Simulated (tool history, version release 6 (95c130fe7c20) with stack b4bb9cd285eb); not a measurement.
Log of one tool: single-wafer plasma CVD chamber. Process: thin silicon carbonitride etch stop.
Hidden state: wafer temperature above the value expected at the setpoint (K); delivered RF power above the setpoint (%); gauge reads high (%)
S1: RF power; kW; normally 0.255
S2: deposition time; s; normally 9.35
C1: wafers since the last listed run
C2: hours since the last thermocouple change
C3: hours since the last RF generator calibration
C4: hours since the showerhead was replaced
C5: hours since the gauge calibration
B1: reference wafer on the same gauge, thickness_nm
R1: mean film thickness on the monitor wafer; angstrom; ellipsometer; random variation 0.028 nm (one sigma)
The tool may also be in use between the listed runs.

run    hour     S1     S2    C1      C2      C3      C4      C5     B1     R1
  1       0  0.255   9.35     0   950.3   860.9  3129.3   260.3   5.33  55.68
  2    47.9  0.215   9.35  1488   998.2   908.8  3177.2   308.2  5.327  52.58
  3   126.9  0.215   9.35  2454  1077.2   987.8  3256.2   387.2  5.342  53.11
  4   213.1  0.255   9.35  2678  1163.4    1074  3342.4   473.4  5.338   55.3
  5     268  0.255   9.35  1705  1218.3  1128.9  3397.3   528.3  5.335  55.66
  6   366.8  0.255  10.27  3069  1317.1  1227.7  3496.1   627.1  5.335  61.09
  7   439.4  0.255  10.27  2255  1389.7  1300.3  3568.7   699.7  5.321  60.83
        712  -- showerhead replaced
  8   738.1  0.255  10.27  9032  1688.4    1599    26.1   998.4   5.33  60.23
  9   840.5   0.27   9.35  3181  1790.8  1701.4   128.5  1100.8  5.332  56.15
      855.2  -- RF generator calibrated
        873  -- thermocouple changed; heater temperature recalibrated
 10   881.1  0.255   9.35   764     8.1    25.9   169.1  1141.4  5.336  56.38
 11   962.7  0.255   9.35  2535    89.7   107.5   250.7    1223  5.324  56.08
 12  1023.4  0.255   9.35  1886   150.4   168.2   311.4  1283.7  5.335   55.9
 13  1085.6   0.24   9.35  1932   212.6   230.4   373.6  1345.9  5.333  55.29
 14  1145.2  0.255   9.35  1851   272.2     290   433.2  1405.5   5.32  56.13
 15    1186  0.255   9.35  1267     313   330.8     474  1446.3  5.327   56.1
 16  1236.5  0.205   8.28  1569   363.5   381.3   524.5  1496.8  5.334  46.14
 17  1272.5   0.23    7.8  1118   399.5   417.3   560.5  1532.8  5.333   45.5
 18  1364.9  0.255   9.35  2871   491.9   509.7   652.9  1625.2  5.332  56.44
 19  1403.2   0.21   8.63  1190   530.2     548   691.2  1663.5  5.343   48.9

Expected results for the next run?
 20  1482.7  0.255  9.35  2470  609.7  627.5  770.7  1743   ?   ?

B1: 5.331
R1: 56.28 angstrom
On a tool with no hidden condition, and with the same random variation, this run would have come out at R1 56.56 angstrom.
